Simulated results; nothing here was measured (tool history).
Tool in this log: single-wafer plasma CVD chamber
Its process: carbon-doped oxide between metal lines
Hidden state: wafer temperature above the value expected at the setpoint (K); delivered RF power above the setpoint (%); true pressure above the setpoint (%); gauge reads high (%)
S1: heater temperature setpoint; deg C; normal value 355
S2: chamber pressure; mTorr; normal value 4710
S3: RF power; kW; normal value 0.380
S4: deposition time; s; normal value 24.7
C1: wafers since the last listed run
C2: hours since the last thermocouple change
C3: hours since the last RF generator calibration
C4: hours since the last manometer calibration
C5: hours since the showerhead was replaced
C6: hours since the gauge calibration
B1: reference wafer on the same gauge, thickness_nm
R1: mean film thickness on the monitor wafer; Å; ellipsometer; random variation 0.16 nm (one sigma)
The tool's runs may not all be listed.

Run 1, hour 0.0: usual settings; C1 0; C2 2019.3; C3 233.3; C4 893.0; C5 4025.4; C6 493.1; B1 98.010. Result: R1 1066.44 Å.
Run 2, hour 27.3: usual settings; C1 503; C2 2046.6; C3 260.6; C4 920.3; C5 4052.7; C6 520.4; B1 97.947. Result: R1 1064.91 Å.
Run 3, hour 48.3: usual settings; C1 387; C2 2067.6; C3 281.6; C4 941.3; C5 4073.7; C6 541.4; B1 97.941. Result: R1 1062.29 Å.
Run 4, hour 81.2: usual settings; C1 607; C2 2100.5; C3 314.5; C4 974.2; C5 4106.6; C6 574.3; B1 98.013. Result: R1 1059.80 Å.
Run 5, hour 111.5: usual settings; C1 559; C2 2130.8; C3 344.8; C4 1004.5; C5 4136.9; C6 604.6; B1 97.995. Result: R1 1059.71 Å.
Run 6, hour 141.4: usual settings; C1 551; C2 2160.7; C3 374.7; C4 1034.4; C5 4166.8; C6 634.5; B1 98.001. Result: R1 1060.92 Å.
Run 7, hour 158.5: usual settings; C1 315; C2 2177.8; C3 391.8; C4 1051.5; C5 4183.9; C6 651.6; B1 97.990. Result: R1 1059.56 Å.
Run 8, hour 188.5: usual settings; C1 553; C2 2207.8; C3 421.8; C4 1081.5; C5 4213.9; C6 681.6; B1 97.960. Result: R1 1059.51 Å.
Run 9, hour 214.5: usual settings; C1 479; C2 2233.8; C3 447.8; C4 1107.5; C5 4239.9; C6 707.6; B1 98.027. Result: R1 1056.81 Å.
Run 10, hour 240.5: usual settings; C1 479; C2 2259.8; C3 473.8; C4 1133.5; C5 4265.9; C6 733.6; B1 98.010. Result: R1 1055.06 Å.
Run 11, hour 253.2: usual settings; C1 234; C2 2272.5; C3 486.5; C4 1146.2; C5 4278.6; C6 746.3; B1 97.944. Result: R1 1055.61 Å.
Run 12, hour 273.1: usual settings; C1 367; C2 2292.4; C3 506.4; C4 1166.1; C5 4298.5; C6 766.2; B1 98.062. Result: R1 1055.23 Å.
Run 13, hour 305.6: usual settings; C1 599; C2 2324.9; C3 538.9; C4 1198.6; C5 4331.0; C6 798.7; B1 98.025. Result: R1 1054.44 Å.
Run 14, hour 324.2: usual settings but S1 350 deg C; C1 343; C2 2343.5; C3 557.5; C4 1217.2; C5 4349.6; C6 817.3; B1 98.013. Result: R1 1066.37 Å.
Run 15, hour 358.2: usual settings; C1 627; C2 2377.5; C3 591.5; C4 1251.2; C5 4383.6; C6 851.3; B1 98.018. Result: R1 1052.20 Å.
At hour 383.1: showerhead replaced.
Run 16, hour 383.6: usual settings but S1 362 deg C, S4 29.2 s; C1 321; C2 2402.9; C3 616.9; C4 1276.6; C5 0.5; C6 876.7; B1 97.970. Result: R1 1217.80 Å.
At hour 396.8: capacitance manometer re-zeroed and calibrated.
Run 17, hour 406.3: usual settings; C1 271; C2 2425.6; C3 639.6; C4 9.5; C5 23.2; C6 899.4; B1 97.903. Result: R1 1056.86 Å.
Run 18, hour 434.2: usual settings but S1 360 deg C; C1 514; C2 2453.5; C3 667.5; C4 37.4; C5 51.1; C6 927.3; B1 97.965. Result: R1 1048.67 Å.
Run 19, hour 455.2: usual settings but S1 342 deg C, S2 5550 mTorr; C1 387; C2 2474.5; C3 688.5; C4 58.4; C5 72.1; C6 948.3; B1 98.027. Result: R1 1120.59 Å.
Run 20, hour 477.7: usual settings; C1 415; C2 2497.0; C3 711.0; C4 80.9; C5 94.6; C6 970.8; B1 97.956. Result: R1 1060.73 Å.
Run 21, hour 500.1: usual settings but S1 361 deg C, S2 5720 mTorr, S3 0.330 kW, S4 27.6 s; C1 413; C2 2519.4; C3 733.4; C4 103.3; C5 117.0; C6 993.2; B1 97.993. Result: R1 1073.92 Å.
At hour 523.2: RF generator calibrated.
Run 22, hour 523.7: usual settings but S1 367 deg C, S3 0.325 kW; C1 287; C2 2543.0; C3 0.5; C4 126.9; C5 140.6; C6 1016.8; B1 98.016. Result: R1 935.67 Å.
At hour 534.8: gauge calibrated.
Run 23, hour 548.5: usual settings but S1 344 deg C, S2 4260 mTorr, S3 0.325 kW, S4 29.2 s; C1 457; C2 2567.8; C3 25.3; C4 151.7; C5 165.4; C6 13.7; B1 98.037. Result: R1 1147.94 Å.
At hour 576.3: thermocouple changed; heater temperature recalibrated.
Run 24, hour 641.3: usual settings but S2 3650 mTorr, S4 20.0 s; C1 1565; C2 65.0; C3 118.1; C4 244.5; C5 258.2; C6 106.5; B1 97.996. Result: R1 847.60 Å.
Run 25, hour 669.8: usual settings but S1 368 deg C, S3 0.450 kW; C1 526; C2 93.5; C3 146.6; C4 273.0; C5 286.7; C6 135.0; B1 97.974. Result: R1 1175.49 Å.
Run 26, hour 702.7: usual settings but S2 5560 mTorr, S4 26.4 s; C1 607; C2 126.4; C3 179.5; C4 305.9; C5 319.6; C6 167.9; B1 97.996. Result: R1 1163.33 Å.
Run 27, hour 725.8: usual settings but S3 0.435 kW, S4 28.9 s; C1 426; C2 149.5; C3 202.6; C4 329.0; C5 342.7; C6 191.0; B1 98.013. Result: R1 1375.57 Å.
Run 28, hour 760.5: usual settings but S3 0.360 kW; C1 640; C2 184.2; C3 237.3; C4 363.7; C5 377.4; C6 225.7; B1 97.947. Result: R1 1027.48 Å.

How the hidden state differs across the entries between the runs, from the last listed run before each to the first after it:
Run 15 -> run 16: showerhead replaced (hour 383.1)
  delivered RF power above the setpoint (%): -1.88 -> -1.96; true pressure above the setpoint (%): -7.97 -> -8.28
  the result without the hidden state subtracted from the measured one, R1: -25.03 -> -30.10 Å
Run 16 -> run 17: capacitance manometer re-zeroed and calibrated (hour 396.8)
  delivered RF power above the setpoint (%): -1.96 -> -2.02; true pressure above the setpoint (%): -8.28 -> -0.135
  the result without the hidden state subtracted from the measured one, R1: -30.10 -> -16.09 Å
Run 21 -> run 22: RF generator calibrated (hour 523.2)
  delivered RF power above the setpoint (%): -2.29 -> -0.187; true pressure above the setpoint (%): -0.186 -> -0.212
  the result without the hidden state subtracted from the measured one, R1: -18.56 -> -1.52 Å
Run 22 -> run 23: gauge calibrated (hour 534.8)
  delivered RF power above the setpoint (%): -0.187 -> -0.259; true pressure above the setpoint (%): -0.212 -> -0.245
  the result without the hidden state subtracted from the measured one, R1: -1.52 -> -2.50 Å
Run 23 -> run 24: thermocouple changed; heater temperature recalibrated (hour 576.3)
  delivered RF power above the setpoint (%): -0.259 -> -0.527; true pressure above the setpoint (%): -0.245 -> -0.42
  the result without the hidden state subtracted from the measured one, R1: -2.50 -> -3.61 Å

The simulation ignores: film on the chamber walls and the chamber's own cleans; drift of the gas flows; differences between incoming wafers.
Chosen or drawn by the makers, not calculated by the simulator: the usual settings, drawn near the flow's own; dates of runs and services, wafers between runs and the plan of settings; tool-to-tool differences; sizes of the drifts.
